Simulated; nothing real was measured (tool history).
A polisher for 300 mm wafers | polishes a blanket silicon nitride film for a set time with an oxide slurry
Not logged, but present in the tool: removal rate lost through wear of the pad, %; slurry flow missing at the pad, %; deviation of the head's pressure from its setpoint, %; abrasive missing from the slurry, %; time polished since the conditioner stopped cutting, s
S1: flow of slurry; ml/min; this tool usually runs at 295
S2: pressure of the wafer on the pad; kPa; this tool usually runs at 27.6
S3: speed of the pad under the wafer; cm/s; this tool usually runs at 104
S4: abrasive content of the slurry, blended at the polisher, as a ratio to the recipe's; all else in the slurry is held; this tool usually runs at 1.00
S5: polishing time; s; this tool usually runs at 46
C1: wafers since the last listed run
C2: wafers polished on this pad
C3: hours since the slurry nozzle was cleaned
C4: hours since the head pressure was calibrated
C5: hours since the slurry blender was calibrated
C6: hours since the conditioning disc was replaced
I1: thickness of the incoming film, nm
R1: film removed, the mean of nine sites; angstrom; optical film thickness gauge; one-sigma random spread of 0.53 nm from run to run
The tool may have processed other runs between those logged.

run   hour   S1    S2   S3    S4  S5   C1    C2     C3      C4     C5     C6     I1   R1
  1    0.0  295  27.6   80  1.00  46    0   756  347.6   832.0   76.2  178.9  250.2  303
  2   27.4  295  27.6   80  1.00  46  240   997  375.0   859.4  103.6  206.3  253.6  308
      35.9  -- worn pad replaced by a new one
      45.5  -- slurry blender recalibrated
  3   51.6  295  27.6   80  1.00  46  159   120  399.2   883.6    6.1  230.5  249.4  301
  4   87.3  245  27.6  104  1.00  46  313   434  434.9   919.3   41.8  266.2  251.3  351
  5  121.1  245  27.6  104  1.00  46  296   731  468.7   953.1   75.6  300.0  249.9  345
  6  134.3  295  27.6  104  1.00  46  115   847  481.9   966.3   88.8  313.2  248.2  346
     145.2  -- conditioning disc replaced and pad reconditioned
  7  156.7  295  27.6  104  1.00  46  179  1026  504.3   988.7  111.2   11.5  247.6  325
     163.2  -- slurry blender recalibrated
  8  179.3  295  27.6  104  1.00  46  180  1207  526.9  1011.3   16.1   34.1  250.0  317
     195.4  -- worn pad replaced by a new one
  9  199.4  295  27.6  104  1.00  46  141    35  547.0  1031.4   36.2   54.2  250.6  319
     205.2  -- conditioning disc replaced and pad reconditioned, repeated, since the last time left the tool worse
     208.5  -- head pressure recalibrated
 10  218.6  295  27.6  104  1.00  46  133   168  566.2    10.1   55.4   13.4  252.0  386
     263.1  -- slurry nozzle cleaned
     280.8  -- slurry blender recalibrated
 11  281.3  295  27.6  104  1.00  46  524   693   18.2    72.8    0.5   76.1  251.4  385
 12  301.0  295  27.6  104  0.85  46  173   866   37.9    92.5   20.2   95.8  246.7  339
 13  317.4  295  27.6  116  1.25  38  144  1010   54.3   108.9   36.6  112.2  249.9  393
     326.5  -- worn pad replaced by a new one
 14  352.5  295  36.5  104  0.75  46  273   228   89.4   144.0   71.7  147.3  249.1  385
 15  365.4  295  27.6   94  1.25  46  113   341  102.3   156.9   84.6  160.2  246.7  398
     381.4  -- slurry blender recalibrated
 16  381.9  235  30.3  104  0.80  46  127   469  118.8   173.4    0.5  176.7  249.0  328
 17  400.1  295  27.6  104  1.00  46  159   629  137.0   191.6   18.7  194.9  248.6  366
 18  430.1  250  18.6  132  1.10  46  263   892  167.0   221.6   48.7  224.9  251.1  311
 19  443.4  295  22.8   90  1.00  46  116  1009  180.3   234.9   62.0  238.2  250.4  273
 20  466.2  295  33.8   80  0.75  53  200  1209  203.1   257.7   84.8  261.0  251.6  308
     472.5  -- worn pad replaced by a new one
 21  482.7  295  27.6  104  1.00  46  109    90  219.6   274.2  101.3  277.5  252.5  342

Each row is a separate what-if for the run after 21, all from the same tool condition, not one after another. Results?
  A  483.1  295  31.7  104  1.00  46   3  93  220.0  274.6  101.7  277.9  251.6   ?
  B  483.1  295  27.6  104  0.70  39   3  93  220.0  274.6  101.7  277.9  251.6   ?
  C  483.1  375  27.6  104  1.00  37   3  93  220.0  274.6  101.7  277.9  251.6   ?
  D  483.1  375  36.5  104  1.30  56   3  93  220.0  274.6  101.7  277.9  251.6   ?
  E  483.1  340  27.6   82  0.75  46   3  93  220.0  274.6  101.7  277.9  251.6   ?

run   R1
  A  403
  B  212
  C  290
  D  663
  E  232
Without the tool's unlogged condition, the same runs would have read:
run   R1
  A  461
  B  239
  C  327
  D  771
  E  256
